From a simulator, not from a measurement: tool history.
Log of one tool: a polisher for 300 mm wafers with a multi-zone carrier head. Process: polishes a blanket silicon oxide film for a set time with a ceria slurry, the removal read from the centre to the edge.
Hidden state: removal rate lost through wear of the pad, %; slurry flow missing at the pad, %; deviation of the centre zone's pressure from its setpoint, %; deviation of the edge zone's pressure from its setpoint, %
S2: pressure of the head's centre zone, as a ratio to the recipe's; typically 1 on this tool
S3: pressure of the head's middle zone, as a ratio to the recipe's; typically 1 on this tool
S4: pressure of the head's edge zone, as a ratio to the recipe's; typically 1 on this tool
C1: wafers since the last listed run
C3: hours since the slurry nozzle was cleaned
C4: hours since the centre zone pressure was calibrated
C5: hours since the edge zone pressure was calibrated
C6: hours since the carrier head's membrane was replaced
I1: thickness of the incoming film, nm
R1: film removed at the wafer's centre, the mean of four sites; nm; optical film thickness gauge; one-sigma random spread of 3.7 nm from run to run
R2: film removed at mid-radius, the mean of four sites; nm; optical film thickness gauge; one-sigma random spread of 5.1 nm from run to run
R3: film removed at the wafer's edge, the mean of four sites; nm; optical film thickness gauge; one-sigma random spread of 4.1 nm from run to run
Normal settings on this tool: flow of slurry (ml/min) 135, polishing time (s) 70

{"run": 1, "hour": 0.0, "flow of slurry (ml/min)": 135, "S2": 1, "S3": 1, "S4": 1, "polishing time (s)": 70, "C1": 0, "wafers polished on this pad": 893, "C3": 279.4, "C4": 1284.3, "C5": 1120.2, "C6": 916.9, "I1": 940.4, "R1": 325.6, "R2": 321.9, "R3": 335.3}
{"hour": 11.6, "done": "worn pad replaced by a new one"}
{"run": 2, "hour": 12.1, "flow of slurry (ml/min)": 135, "S2": 1, "S3": 1, "S4": 1, "polishing time (s)": 70, "C1": 49, "wafers polished on this pad": 2, "C3": 291.5, "C4": 1296.4, "C5": 1132.3, "C6": 929, "I1": 940.9, "R1": 328, "R2": 325.4, "R3": 337.1}
{"run": 3, "hour": 16.8, "flow of slurry (ml/min)": 135, "S2": 1, "S3": 1.05, "S4": 1, "polishing time (s)": 70, "C1": 28, "wafers polished on this pad": 31, "C3": 296.2, "C4": 1301.1, "C5": 1137, "C6": 933.7, "I1": 946.8, "R1": 323.4, "R2": 345.6, "R3": 334.7}
{"run": 4, "hour": 25.3, "flow of slurry (ml/min)": 135, "S2": 1, "S3": 1.05, "S4": 1, "polishing time (s)": 70, "C1": 52, "wafers polished on this pad": 83, "C3": 304.7, "C4": 1309.6, "C5": 1145.5, "C6": 942.2, "I1": 937.6, "R1": 325.4, "R2": 330, "R3": 334.1}
{"run": 5, "hour": 32.4, "flow of slurry (ml/min)": 135, "S2": 1, "S3": 1, "S4": 1, "polishing time (s)": 70, "C1": 43, "wafers polished on this pad": 127, "C3": 311.8, "C4": 1316.7, "C5": 1152.6, "C6": 949.3, "I1": 926.9, "R1": 324.3, "R2": 313.6, "R3": 333.4}
{"run": 6, "hour": 48.8, "flow of slurry (ml/min)": 135, "S2": 1, "S3": 1, "S4": 1, "polishing time (s)": 70, "C1": 100, "wafers polished on this pad": 228, "C3": 328.2, "C4": 1333.1, "C5": 1169, "C6": 965.7, "I1": 939.4, "R1": 319.3, "R2": 327.7, "R3": 337.3}
{"run": 7, "hour": 59.3, "flow of slurry (ml/min)": 135, "S2": 1, "S3": 1, "S4": 1, "polishing time (s)": 70, "C1": 64, "wafers polished on this pad": 292, "C3": 338.7, "C4": 1343.6, "C5": 1179.5, "C6": 976.2, "I1": 950.5, "R1": 323.5, "R2": 314.2, "R3": 344.2}
{"run": 8, "hour": 66.7, "flow of slurry (ml/min)": 135, "S2": 1, "S3": 1, "S4": 1, "polishing time (s)": 70, "C1": 45, "wafers polished on this pad": 338, "C3": 346.1, "C4": 1351, "C5": 1186.9, "C6": 983.6, "I1": 942.5, "R1": 323.3, "R2": 322.3, "R3": 331.6}
{"hour": 71.6, "done": "centre zone pressure recalibrated"}
{"run": 9, "hour": 76.7, "flow of slurry (ml/min)": 135, "S2": 1, "S3": 1, "S4": 1, "polishing time (s)": 70, "C1": 49, "wafers polished on this pad": 387, "C3": 356.1, "C4": 5.1, "C5": 1196.9, "C6": 993.6, "I1": 948.7, "R1": 323.4, "R2": 314.5, "R3": 336.5}
{"run": 10, "hour": 87.4, "flow of slurry (ml/min)": 135, "S2": 1, "S3": 1, "S4": 1, "polishing time (s)": 70, "C1": 65, "wafers polished on this pad": 452, "C3": 366.8, "C4": 15.8, "C5": 1207.6, "C6": 1004.3, "I1": 939.2, "R1": 326.3, "R2": 316.8, "R3": 336.3}
{"run": 11, "hour": 103.5, "flow of slurry (ml/min)": 100, "S2": 1, "S3": 1, "S4": 1, "polishing time (s)": 70, "C1": 98, "wafers polished on this pad": 551, "C3": 382.9, "C4": 31.9, "C5": 1223.7, "C6": 1020.4, "I1": 951.4, "R1": 274.9, "R2": 278.9, "R3": 309.8}
{"hour": 115.7, "done": "edge zone pressure recalibrated"}
{"run": 12, "hour": 116.2, "flow of slurry (ml/min)": 135, "S2": 1, "S3": 1, "S4": 1, "polishing time (s)": 70, "C1": 65, "wafers polished on this pad": 617, "C3": 395.6, "C4": 44.6, "C5": 0.5, "C6": 1033.1, "I1": 944.3, "R1": 320.9, "R2": 311.9, "R3": 332.9}
{"hour": 122.6, "done": "carrier head's membrane replaced by a new one"}
{"hour": 124.4, "done": "slurry nozzle cleaned"}
{"run": 13, "hour": 130.8, "flow of slurry (ml/min)": 135, "S2": 1, "S3": 1, "S4": 1, "polishing time (s)": 70, "C1": 52, "wafers polished on this pad": 670, "C3": 6.4, "C4": 59.2, "C5": 15.1, "C6": 8.2, "I1": 936.9, "R1": 362, "R2": 356.6, "R3": 355}
{"run": 14, "hour": 147.0, "flow of slurry (ml/min)": 135, "S2": 1, "S3": 1, "S4": 0.9, "polishing time (s)": 70, "C1": 99, "wafers polished on this pad": 769, "C3": 22.6, "C4": 75.4, "C5": 31.3, "C6": 24.4, "I1": 947.6, "R1": 366.3, "R2": 346.3, "R3": 339.7}
{"run": 15, "hour": 155.8, "flow of slurry (ml/min)": 135, "S2": 1, "S3": 0.89, "S4": 1, "polishing time (s)": 59, "C1": 54, "wafers polished on this pad": 823, "C3": 31.4, "C4": 84.2, "C5": 40.1, "C6": 33.2, "I1": 933.3, "R1": 305.4, "R2": 274.5, "R3": 298.4}
{"hour": 172.8, "done": "worn pad replaced by a new one"}
{"run": 16, "hour": 173.3, "flow of slurry (ml/min)": 105, "S2": 0.96, "S3": 1, "S4": 1.11, "polishing time (s)": 93, "C1": 82, "wafers polished on this pad": 3, "C3": 48.9, "C4": 101.7, "C5": 57.6, "C6": 50.7, "I1": 948.9, "R1": 415.8, "R2": 428.8, "R3": 463.6}
{"run": 17, "hour": 183.2, "flow of slurry (ml/min)": 105, "S2": 0.96, "S3": 1, "S4": 1.11, "polishing time (s)": 93, "C1": 60, "wafers polished on this pad": 64, "C3": 58.8, "C4": 111.6, "C5": 67.5, "C6": 60.6, "I1": 934.4, "R1": 406.3, "R2": 424.7, "R3": 461.3}
{"run": 18, "hour": 197.5, "flow of slurry (ml/min)": 135, "S2": 1, "S3": 1, "S4": 0.95, "polishing time (s)": 70, "C1": 87, "wafers polished on this pad": 151, "C3": 73.1, "C4": 125.9, "C5": 81.8, "C6": 74.9, "I1": 935.1, "R1": 350, "R2": 342.6, "R3": 343}
{"run": 19, "hour": 214.9, "flow of slurry (ml/min)": 135, "S2": 1, "S3": 1, "S4": 0.94, "polishing time (s)": 70, "C1": 106, "wafers polished on this pad": 258, "C3": 90.5, "C4": 143.3, "C5": 99.2, "C6": 92.3, "I1": 947.6, "R1": 349.6, "R2": 341.9, "R3": 346}
{"run": 20, "hour": 222.4, "flow of slurry (ml/min)": 135, "S2": 1.12, "S3": 0.9, "S4": 0.91, "polishing time (s)": 82, "C1": 46, "wafers polished on this pad": 304, "C3": 98, "C4": 150.8, "C5": 106.7, "C6": 99.8, "I1": 957.1, "R1": 453.2, "R2": 354.4, "R3": 394.5}
{"run": 21, "hour": 237.2, "flow of slurry (ml/min)": 135, "S2": 1, "S3": 1, "S4": 1, "polishing time (s)": 70, "C1": 90, "wafers polished on this pad": 395, "C3": 112.8, "C4": 165.6, "C5": 121.5, "C6": 114.6, "I1": 935.4, "R1": 343.7, "R2": 336.4, "R3": 345.6}
{"run": 22, "hour": 249.9, "flow of slurry (ml/min)": 155, "S2": 1, "S3": 1.05, "S4": 1, "polishing time (s)": 70, "C1": 77, "wafers polished on this pad": 473, "C3": 125.5, "C4": 178.3, "C5": 134.2, "C6": 127.3, "I1": 950.8, "R1": 361, "R2": 365, "R3": 353.5}
{"run": 23, "hour": 261.0, "flow of slurry (ml/min)": 155, "S2": 0.97, "S3": 0.92, "S4": 1.07, "polishing time (s)": 70, "C1": 68, "wafers polished on this pad": 541, "C3": 136.6, "C4": 189.4, "C5": 145.3, "C6": 138.4, "I1": 937.2, "R1": 350.8, "R2": 322.5, "R3": 369}

Take each entry between the runs: how does the hidden state at the last listed run before it differ from the hidden state at the first listed run after it?
Between runs 1 and 2: worn pad replaced by a new one (hour 11.6)
  slurry flow missing at the pad, %: 29.4 -> 29.8
  measured minus no-state result, R1: -39.2 -> -40.3 nm; R2: -33.6 -> -34.6 nm; R3: -23.5 -> -24.2 nm
Between runs 8 and 9: centre zone pressure recalibrated (hour 71.6)
  slurry flow missing at the pad, %: 31.3 -> 31.5
  measured minus no-state result, R1: -42.8 -> -43.4 nm; R2: -36.9 -> -36.5 nm; R3: -25.6 -> -26.2 nm
Between runs 11 and 12: edge zone pressure recalibrated (hour 115.7)
  slurry flow missing at the pad, %: 32 -> 32.2
  measured minus no-state result, R1: -54.5 -> -44.7 nm; R2: -46.4 -> -37.6 nm; R3: -32 -> -26.9 nm
Between runs 12 and 13: carrier head's membrane replaced by a new one (hour 122.6); slurry nozzle cleaned (hour 124.4)
  slurry flow missing at the pad, %: 32.2 -> 2.35
  measured minus no-state result, R1: -44.7 -> -2.3 nm; R2: -37.6 -> -1.9 nm; R3: -26.9 -> -1.4 nm
Between runs 15 and 16: worn pad replaced by a new one (hour 172.8)
  slurry flow missing at the pad, %: 7.06 -> 9.93
  measured minus no-state result, R1: -6.2 -> -16.4 nm; R2: -4.9 -> -14.6 nm; R3: -3.8 -> -10.6 nm

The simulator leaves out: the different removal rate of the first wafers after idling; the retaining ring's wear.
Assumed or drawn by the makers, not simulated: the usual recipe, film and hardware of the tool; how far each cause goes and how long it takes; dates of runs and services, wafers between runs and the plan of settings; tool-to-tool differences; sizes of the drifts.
